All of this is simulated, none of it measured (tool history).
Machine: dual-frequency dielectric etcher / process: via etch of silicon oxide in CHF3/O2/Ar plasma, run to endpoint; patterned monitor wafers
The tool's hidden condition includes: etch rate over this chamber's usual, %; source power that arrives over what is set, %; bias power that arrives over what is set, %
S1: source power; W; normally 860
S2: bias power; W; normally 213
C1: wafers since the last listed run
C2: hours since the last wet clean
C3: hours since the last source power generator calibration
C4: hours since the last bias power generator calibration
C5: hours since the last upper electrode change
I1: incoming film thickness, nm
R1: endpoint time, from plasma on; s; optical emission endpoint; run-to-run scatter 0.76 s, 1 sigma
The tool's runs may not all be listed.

run	hour	S1	S2	C1	C2	C3	C4	C5	I1	R1
1	0	860	213	0	318.3	3246	2248.6	2374.6	608.4	251.2
2	8.1	860	213	42	326.4	3254.1	2256.7	2382.7	611.4	251.4
3	25.1	860	213	88	343.4	3271.1	2273.7	2399.7	606.3	249.4
4	42.8	860	213	92	361.1	3288.8	2291.4	2417.4	604.1	247.7
5	93.1	860	213	262	411.4	3339.1	2341.7	2467.7	610.4	250.3
6	100.5	860	213	38	418.8	3346.5	2349.1	2475.1	612.7	250
7	113.9	860	213	69	432.2	3359.9	2362.5	2488.5	615.2	252
8	120.8	790	213	35	439.1	3366.8	2369.4	2495.4	613.8	255.6
# hour 140.1: source power generator calibrated
9	140.6	790	213	82	458.9	0.5	2389.2	2515.2	611	254.3
# hour 147.8: bias power generator calibrated
10	156.1	790	213	59	474.4	16	8.3	2530.7	613.7	255.7
11	167	860	243	56	485.3	26.9	19.2	2541.6	610.1	241.5
12	184.2	860	213	89	502.5	44.1	36.4	2558.8	610.9	249.5
# hour 223.5: wet clean of the chamber
13	224	860	171	82	0.5	83.9	76.2	2598.6	606.3	266.9
14	234.1	860	196	52	10.6	94	86.3	2608.7	614.9	261.7
15	249	860	213	77	25.5	108.9	101.2	2623.6	611	255.2
16	261.3	920	233	64	37.8	121.2	113.5	2635.9	606.2	242.5
# hour 290.1: upper electrode replaced
17	290.6	860	213	27	67.1	150.5	142.8	0.5	614.7	255.3
18	291	980	227	2	67.5	150.9	143.2	0.9	611.6	244.8
19	293	930	244	10	69.5	152.9	145.2	2.9	610.2	241.4
20	305.5	860	213	65	82	165.4	157.7	15.4	604.9	252.4
21	321.6	790	213	83	98.1	181.5	173.8	31.5	605.3	255.9
22	334.4	660	249	66	110.9	194.3	186.6	44.3	610.9	261.3
23	349.2	860	213	77	125.7	209.1	201.4	59.1	608.5	251.7
24	366.8	740	213	91	143.3	226.7	219	76.7	610.1	262.8
25	379.9	680	166	68	156.4	239.8	232.1	89.8	608.2	281.6
26	388.7	860	266	45	165.2	248.6	240.9	98.6	609.4	239.6
27	395	860	213	32	171.5	254.9	247.2	104.9	615.1	254.8
28	404.6	860	213	50	181.1	264.5	256.8	114.5	608.5	252.3
29	413.4	860	213	45	189.9	273.3	265.6	123.3	607.2	249.9
30	425.6	860	213	63	202.1	285.5	277.8	135.5	608.4	251.8
31	436.1	720	178	54	212.6	296	288.3	146	607.7	272.4
32	449.7	1010	240	70	226.2	309.6	301.9	159.6	611.6	235.5
33	466.3	860	213	86	242.8	326.2	318.5	176.2	615.3	254
34	481.2	1010	165	77	257.7	341.1	333.4	191.1	610.5	254.4
35	497.7	640	252	85	274.2	357.6	349.9	207.6	604	255.6

What if the next run were any one of these 4? Each begins from the tool's condition after run 35:
A	498.2	770	213	2	274.7	358.1	350.4	208.1	606.2	?
B	498.2	750	213	2	274.7	358.1	350.4	208.1	606.2	?
C	498.2	650	265	2	274.7	358.1	350.4	208.1	606.2	?
D	498.2	770	260	2	274.7	358.1	350.4	208.1	606.2	?

run	R1
A	255.3
B	256.9
C	251.7
D	243.3
Take away the tool's hidden state, keep each run's random variation, and the runs would have read:
run	R1
A	259.5
B	261.1
C	255.8
D	247.3
